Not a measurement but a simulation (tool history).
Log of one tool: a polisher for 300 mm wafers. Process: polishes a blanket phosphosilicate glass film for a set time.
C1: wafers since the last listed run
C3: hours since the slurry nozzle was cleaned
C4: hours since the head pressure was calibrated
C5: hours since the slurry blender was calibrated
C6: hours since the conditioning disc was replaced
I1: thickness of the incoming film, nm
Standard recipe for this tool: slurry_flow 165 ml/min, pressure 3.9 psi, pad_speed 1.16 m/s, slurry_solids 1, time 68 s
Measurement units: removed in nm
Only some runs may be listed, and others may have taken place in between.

{"run": 1, "hour": 0.0, "slurry_flow": 165, "pressure": 3.9, "pad_speed": 1.16, "slurry_solids": 1, "time": 68, "C1": 0, "wafers polished on this pad": 99, "C3": 255.3, "C4": 1087.9, "C5": 81.8, "C6": 116.8, "I1": 3414.2, "removed": 758.3}
{"run": 2, "hour": 13.5, "slurry_flow": 165, "pressure": 3.9, "pad_speed": 1.16, "slurry_solids": 1, "time": 68, "C1": 91, "wafers polished on this pad": 191, "C3": 268.8, "C4": 1101.4, "C5": 95.3, "C6": 130.3, "I1": 3451, "removed": 753.5}
{"run": 3, "hour": 31.3, "slurry_flow": 165, "pressure": 3.9, "pad_speed": 1.16, "slurry_solids": 1, "time": 68, "C1": 120, "wafers polished on this pad": 311, "C3": 286.6, "C4": 1119.2, "C5": 113.1, "C6": 148.1, "I1": 3433.9, "removed": 753}
{"run": 4, "hour": 38.7, "slurry_flow": 205, "pressure": 3.2, "pad_speed": 1.16, "slurry_solids": 1, "time": 68, "C1": 50, "wafers polished on this pad": 361, "C3": 294, "C4": 1126.6, "C5": 120.5, "C6": 155.5, "I1": 3477, "removed": 658.8}
{"run": 5, "hour": 48.5, "slurry_flow": 165, "pressure": 3.9, "pad_speed": 1.16, "slurry_solids": 1, "time": 55, "C1": 66, "wafers polished on this pad": 428, "C3": 303.8, "C4": 1136.4, "C5": 130.3, "C6": 165.3, "I1": 3398.4, "removed": 617.4}
{"run": 6, "hour": 59.3, "slurry_flow": 165, "pressure": 3.9, "pad_speed": 1.16, "slurry_solids": 1, "time": 55, "C1": 73, "wafers polished on this pad": 501, "C3": 314.6, "C4": 1147.2, "C5": 141.1, "C6": 176.1, "I1": 3400.5, "removed": 604.7}
{"hour": 67.7, "done": "conditioning disc replaced and pad reconditioned"}
{"run": 7, "hour": 68.2, "slurry_flow": 165, "pressure": 3.9, "pad_speed": 1.16, "slurry_solids": 1, "time": 55, "C1": 46, "wafers polished on this pad": 548, "C3": 323.5, "C4": 1156.1, "C5": 150, "C6": 0.5, "I1": 3427.3, "removed": 611.7}
{"hour": 74.1, "done": "slurry nozzle cleaned"}
{"hour": 78.1, "done": "worn pad replaced by a new one"}
{"hour": 84.1, "done": "slurry blender recalibrated"}
{"run": 8, "hour": 111.7, "slurry_flow": 165, "pressure": 3.9, "pad_speed": 1.16, "slurry_solids": 1, "time": 68, "C1": 247, "wafers polished on this pad": 214, "C3": 37.6, "C4": 1199.6, "C5": 27.6, "C6": 44, "I1": 3399.4, "removed": 788.2}
{"run": 9, "hour": 129.2, "slurry_flow": 165, "pressure": 3.9, "pad_speed": 1.16, "slurry_solids": 1, "time": 68, "C1": 118, "wafers polished on this pad": 332, "C3": 55.1, "C4": 1217.1, "C5": 45.1, "C6": 61.5, "I1": 3398.7, "removed": 782.8}
{"run": 10, "hour": 143.7, "slurry_flow": 165, "pressure": 3.9, "pad_speed": 1.16, "slurry_solids": 1, "time": 68, "C1": 98, "wafers polished on this pad": 431, "C3": 69.6, "C4": 1231.6, "C5": 59.6, "C6": 76, "I1": 3425, "removed": 771.2}
{"hour": 151.4, "done": "worn pad replaced by a new one"}
{"run": 11, "hour": 155.4, "slurry_flow": 205, "pressure": 3.9, "pad_speed": 1.16, "slurry_solids": 0.9, "time": 47, "C1": 52, "wafers polished on this pad": 26, "C3": 81.3, "C4": 1243.3, "C5": 71.3, "C6": 87.7, "I1": 3415.1, "removed": 512.1}
{"hour": 166.7, "done": "head pressure recalibrated"}
{"run": 12, "hour": 172.4, "slurry_flow": 165, "pressure": 3.9, "pad_speed": 1.16, "slurry_solids": 1, "time": 68, "C1": 101, "wafers polished on this pad": 128, "C3": 98.3, "C4": 5.7, "C5": 88.3, "C6": 104.7, "I1": 3433, "removed": 767.7}
{"run": 13, "hour": 186.8, "slurry_flow": 125, "pressure": 3.9, "pad_speed": 0.94, "slurry_solids": 1, "time": 85, "C1": 97, "wafers polished on this pad": 226, "C3": 112.7, "C4": 20.1, "C5": 102.7, "C6": 119.1, "I1": 3401.8, "removed": 751.9}
{"run": 14, "hour": 197.4, "slurry_flow": 165, "pressure": 4.5, "pad_speed": 0.9, "slurry_solids": 1.15, "time": 68, "C1": 71, "wafers polished on this pad": 298, "C3": 123.3, "C4": 30.7, "C5": 113.3, "C6": 129.7, "I1": 3425.2, "removed": 743.3}
{"run": 15, "hour": 208.9, "slurry_flow": 165, "pressure": 3.9, "pad_speed": 1.16, "slurry_solids": 1.1, "time": 68, "C1": 77, "wafers polished on this pad": 375, "C3": 134.8, "C4": 42.2, "C5": 124.8, "C6": 141.2, "I1": 3424.3, "removed": 777.1}
{"run": 16, "hour": 219.8, "slurry_flow": 195, "pressure": 3.9, "pad_speed": 1.16, "slurry_solids": 1, "time": 68, "C1": 73, "wafers polished on this pad": 449, "C3": 145.7, "C4": 53.1, "C5": 135.7, "C6": 152.1, "I1": 3503.3, "removed": 772.5}
{"run": 17, "hour": 226.0, "slurry_flow": 215, "pressure": 3.9, "pad_speed": 1.32, "slurry_solids": 1, "time": 68, "C1": 42, "wafers polished on this pad": 491, "C3": 151.9, "C4": 59.3, "C5": 141.9, "C6": 158.3, "I1": 3492, "removed": 862.3}
{"hour": 242.5, "done": "worn pad replaced by a new one"}
{"run": 18, "hour": 243.0, "slurry_flow": 165, "pressure": 3.9, "pad_speed": 1.16, "slurry_solids": 1, "time": 68, "C1": 88, "wafers polished on this pad": 3, "C3": 168.9, "C4": 76.3, "C5": 158.9, "C6": 175.3, "I1": 3451, "removed": 736.1}
{"run": 19, "hour": 247.4, "slurry_flow": 150, "pressure": 3.9, "pad_speed": 1.16, "slurry_solids": 1, "time": 68, "C1": 29, "wafers polished on this pad": 32, "C3": 173.3, "C4": 80.7, "C5": 163.3, "C6": 179.7, "I1": 3471.2, "removed": 737.7}
{"hour": 256.0, "done": "conditioning disc replaced and pad reconditioned"}
{"run": 20, "hour": 261.5, "slurry_flow": 165, "pressure": 3.9, "pad_speed": 1.16, "slurry_solids": 1, "time": 68, "C1": 82, "wafers polished on this pad": 114, "C3": 187.4, "C4": 94.8, "C5": 177.4, "C6": 5.5, "I1": 3452.4, "removed": 736.6}
{"hour": 275.7, "done": "slurry blender recalibrated"}
{"run": 21, "hour": 276.7, "slurry_flow": 165, "pressure": 3.9, "pad_speed": 1.16, "slurry_solids": 0.9, "time": 51, "C1": 89, "wafers polished on this pad": 204, "C3": 202.6, "C4": 110, "C5": 1, "C6": 20.7, "I1": 3421.1, "removed": 572.7}
{"run": 22, "hour": 292.0, "slurry_flow": 165, "pressure": 3.9, "pad_speed": 1.16, "slurry_solids": 1, "time": 68, "C1": 103, "wafers polished on this pad": 308, "C3": 217.9, "C4": 125.3, "C5": 16.3, "C6": 36, "I1": 3470.7, "removed": 800.4}
{"run": 23, "hour": 300.8, "slurry_flow": 165, "pressure": 4.9, "pad_speed": 1.16, "slurry_solids": 1, "time": 68, "C1": 59, "wafers polished on this pad": 367, "C3": 226.7, "C4": 134.1, "C5": 25.1, "C6": 44.8, "I1": 3439.8, "removed": 935.9}
{"run": 24, "hour": 315.7, "slurry_flow": 165, "pressure": 3.9, "pad_speed": 1.38, "slurry_solids": 1, "time": 91, "C1": 100, "wafers polished on this pad": 468, "C3": 241.6, "C4": 149, "C5": 40, "C6": 59.7, "I1": 3452.6, "removed": 1174}
{"run": 25, "hour": 325.4, "slurry_flow": 195, "pressure": 3.9, "pad_speed": 1.16, "slurry_solids": 1.1, "time": 68, "C1": 65, "wafers polished on this pad": 534, "C3": 251.3, "C4": 158.7, "C5": 49.7, "C6": 69.4, "I1": 3468.1, "removed": 826.9}
{"hour": 333.4, "done": "worn pad replaced by a new one"}
{"run": 26, "hour": 333.9, "slurry_flow": 165, "pressure": 3.9, "pad_speed": 1.16, "slurry_solids": 0.9, "time": 68, "C1": 30, "wafers polished on this pad": 3, "C3": 259.8, "C4": 167.2, "C5": 58.2, "C6": 77.9, "I1": 3438.1, "removed": 725.8}

Expected results for the next run?
{"run": 27, "hour": 344.9, "slurry_flow": 195, "pressure": 3.9, "pad_speed": 1.16, "slurry_solids": 1.1, "time": 68, "C1": 74, "wafers polished on this pad": 78, "C3": 270.8, "C4": 178.2, "C5": 69.2, "C6": 88.9, "I1": 3492.7, "removed": "?"}

{"run 27": {"removed": 819.7}}
With no hidden state in the tool, this same run would have given removed 869.4 nm.
